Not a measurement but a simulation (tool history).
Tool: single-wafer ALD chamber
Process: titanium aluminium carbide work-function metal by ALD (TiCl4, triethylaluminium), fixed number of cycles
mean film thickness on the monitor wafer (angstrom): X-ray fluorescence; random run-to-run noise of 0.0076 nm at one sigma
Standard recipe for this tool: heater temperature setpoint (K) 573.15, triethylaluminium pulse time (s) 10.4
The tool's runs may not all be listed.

run	hour	heater temperature setpoint (K)	triethylaluminium pulse time (s)	wafers since the last listed run	hours since the last thermocouple change	hours since the last triethylaluminium bottle change	hours since the showerhead was replaced	hours since the gauge calibration	read-back reference wafer on the same gauge, thickness_nm	mean film thickness on the monitor wafer (angstrom)
1	0	573.15	10.4	0	1043.4	410.4	6398.2	177.9	1.938	19.2
2	18.5	573.15	10.4	171	1061.9	428.9	6416.7	196.4	1.938	19.33
3	34.1	573.15	10.4	144	1077.5	444.5	6432.3	212	1.941	19.15
4	65.5	578.15	10.4	291	1108.9	475.9	6463.7	243.4	1.944	19.76
5	86.8	573.15	10.4	197	1130.2	497.2	6485	264.7	1.944	19.17
6	118.7	573.15	10.4	295	1162.1	529.1	6516.9	296.6	1.941	19.17
7	141.6	573.15	10.4	212	1185	552	6539.8	319.5	1.943	19.24
8	157.7	573.15	10.4	149	1201.1	568.1	6555.9	335.6	1.939	19.21
9	181.2	573.15	10.4	217	1224.6	591.6	6579.4	359.1	1.94	19.11
10	215.4	573.15	10.4	317	1258.8	625.8	6613.6	393.3	1.943	19.14
11	230.8	573.15	10.4	142	1274.2	641.2	6629	408.7	1.942	19.2
# hour 251.3: showerhead replaced
12	255.4	573.15	10.4	153	1298.8	665.8	4.1	433.3	1.939	19.14
13	272.1	573.15	10.4	154	1315.5	682.5	20.8	450	1.944	19.18
14	296	573.15	10.4	221	1339.4	706.4	44.7	473.9	1.94	19.24
15	331.4	573.15	10.4	328	1374.8	741.8	80.1	509.3	1.939	19.1
# hour 340.5: triethylaluminium bottle replaced
16	419	586.15	11.94	738	1462.4	78.5	167.7	596.9	1.941	20.68
17	431.6	558.15	13.25	116	1475	91.1	180.3	609.5	1.943	18
18	452	583.15	13.15	189	1495.4	111.5	200.7	629.9	1.939	20.38
19	472.7	562.15	7.17	191	1516.1	132.2	221.4	650.6	1.941	17.36
20	496.2	573.15	10.4	217	1539.6	155.7	244.9	674.1	1.941	19.17
21	526.5	573.15	12.95	280	1569.9	186	275.2	704.4	1.937	19.34
22	546.3	573.15	10.4	183	1589.7	205.8	295	724.2	1.939	19.26
# hour 562.6: thermocouple changed; heater temperature recalibrated
23	579	564.15	10.4	229	16.4	238.5	327.7	756.9	1.943	18.67
# hour 596.8: gauge calibrated
24	599.7	567.15	10.4	191	37.1	259.2	348.4	2.9	1.94	19.06
25	625.7	573.15	7.48	241	63.1	285.2	374.4	28.9	1.943	18.84
26	659.5	573.15	10.4	313	96.9	319	408.2	62.7	1.938	19.58
27	691.5	573.15	10.4	296	128.9	351	440.2	94.7	1.941	19.48
28	717.2	573.15	10.4	238	154.6	376.7	465.9	120.4	1.942	19.52
29	750.4	578.15	8.77	307	187.8	409.9	499.1	153.6	1.941	19.59
30	768	587.15	13.05	163	205.4	427.5	516.7	171.2	1.941	21.3

Pick out some run-to-run changes in mean film thickness on the monitor wafer (angstrom). Of each, how much would a tool without hidden state show as well, from the settings, what came in and chance, and how much is left for the hidden state and any gauge scatter not in both results compared?
The tool's hidden condition here consists of: wafer temperature above the value expected at the setpoint (K); triethylaluminium dose above that of a fresh bottle (%); gauge reads high (%).
Run 15 -> 16: heater temperature setpoint (K) 573.15 -> 586.15, triethylaluminium pulse time (s) 10.4 -> 11.94, triethylaluminium bottle replaced. mean film thickness on the monitor wafer (angstrom) +1.58: hidden state -0.03, all else +1.61.
Run 16 -> 17: heater temperature setpoint (K) 586.15 -> 558.15, triethylaluminium pulse time (s) 11.94 -> 13.25. mean film thickness on the monitor wafer (angstrom) -2.68: hidden state +0.01, all else -2.69.
Run 17 -> 18: heater temperature setpoint (K) 558.15 -> 583.15, triethylaluminium pulse time (s) 13.25 -> 13.15. mean film thickness on the monitor wafer (angstrom) +2.38: hidden state -0.01, all else +2.39.
Run 18 -> 19: heater temperature setpoint (K) 583.15 -> 562.15, triethylaluminium pulse time (s) 13.15 -> 7.17. mean film thickness on the monitor wafer (angstrom) -3.02: hidden state +0.03, all else -3.05.
Run 22 -> 23: heater temperature setpoint (K) 573.15 -> 564.15, thermocouple changed; heater temperature recalibrated. mean film thickness on the monitor wafer (angstrom) -0.59: hidden state +0.52, all else -1.11.
